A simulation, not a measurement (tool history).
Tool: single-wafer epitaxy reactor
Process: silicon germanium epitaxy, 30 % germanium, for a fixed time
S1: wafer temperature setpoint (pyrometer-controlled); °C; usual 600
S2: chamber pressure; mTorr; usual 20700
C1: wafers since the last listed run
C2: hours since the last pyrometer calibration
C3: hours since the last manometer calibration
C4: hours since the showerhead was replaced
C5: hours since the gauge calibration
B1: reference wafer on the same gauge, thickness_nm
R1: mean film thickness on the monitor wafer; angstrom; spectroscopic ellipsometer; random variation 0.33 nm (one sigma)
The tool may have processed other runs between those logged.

run,day,S1,S2,C1,C2,C3,C4,C5,B1,R1
1,0,600,20700,0,683.1,1576.6,4252.2,172.4,56.24,606.8
2,1.804,600,20700,423,726.4,1619.9,4295.5,215.7,56.214,607.07
3,2.25,600,20700,104,737.1,1630.6,4306.2,226.4,56.322,603.44
4,2.942,600,20700,162,753.7,1647.2,4322.8,243,56.18,611.29
5,3.321,600,20700,88,762.8,1656.3,4331.9,252.1,56.129,605.56
6,5.158,600,20700,430,806.9,1700.4,4376,296.2,56.195,605.31
7,5.871,600,20700,167,824,1717.5,4393.1,313.3,56.338,606.93
8,6.179,600,20700,72,831.4,1724.9,4400.5,320.7,56.263,611.89
9,6.754,600,20700,134,845.2,1738.7,4414.3,334.5,56.185,611.62
10,7.383,600,22500,147,860.3,1753.8,4429.4,349.6,56.183,644.81
11,7.958,600,22500,134,874.1,1767.6,4443.2,363.4,56.191,642.37
12,8.388,610,20700,100,884.4,1777.9,4453.5,373.7,56.082,715.32
13,8.658,610,20700,63,890.9,1784.4,4460,380.2,56.149,719.08
# day 8.896: gauge calibrated
14,9.188,600,20700,124,903.6,1797.1,4472.7,7,56.144,611.76
15,10.062,600,20700,205,924.6,1818.1,4493.7,28,56.216,615.74
16,10.688,600,19100,146,939.6,1833.1,4508.7,43,56.25,592.21
17,11.183,609,22300,116,951.5,1845,4520.6,54.9,56.201,743.29
18,11.788,600,20700,141,966,1859.5,4535.1,69.4,56.269,613.99
# day 12.558: showerhead replaced
19,12.579,606,18300,107,985,1878.5,0.5,88.4,56.253,631.02
20,12.679,591,19300,23,987.4,1880.9,2.9,90.8,56.138,514.5
21,13.004,590,22200,76,995.2,1888.7,10.7,98.6,56.176,549.63
22,13.312,614,22500,72,1002.6,1896.1,18.1,106,56.134,808.93
23,13.917,605,17700,141,1017.1,1910.6,32.6,120.5,56.163,615.41
24,14.362,600,20700,104,1027.8,1921.3,43.3,131.2,56.118,613.3
# day 14.804: capacitance manometer re-zeroed and calibrated
25,14.821,589,15800,29,1038.8,0.4,54.3,142.2,56.076,446.66
# day 15.342: pyrometer calibrated
26,16.225,586,19400,251,21.2,34.1,88,175.9,56.18,432.57
27,16.929,610,25600,165,38.1,51,104.9,192.8,56.084,738.54
28,17.55,587,25500,145,53,65.9,119.8,207.7,56.158,510.03
29,18.258,613,20700,166,70,82.9,136.8,224.7,56.248,690.96
30,18.788,609,24100,124,82.7,95.6,149.5,237.4,56.274,709.49
31,19.204,608,25400,97,92.7,105.6,159.5,247.4,56.206,717.41
32,19.508,614,23500,71,100,112.9,166.8,254.7,56.342,760.62
33,19.917,600,20700,95,109.8,122.7,176.6,264.5,56.133,575.36

Below are 3 alternative next runs, each starting from the tool's condition after run 33. Predict each:
A,19.933,600,20700,3,110.2,123.1,177,264.9,?,?
B,19.933,591,23300,3,110.2,123.1,177,264.9,?,?
C,19.933,608,20700,3,110.2,123.1,177,264.9,?,?

run,B1,R1
A,56.194,571.05
B,56.194,526.01
C,56.194,648.5
The same runs, with their run-to-run variation unchanged, on a tool lacking any hidden condition would have given:
run,R1
A,557.77
B,513.56
C,633.66
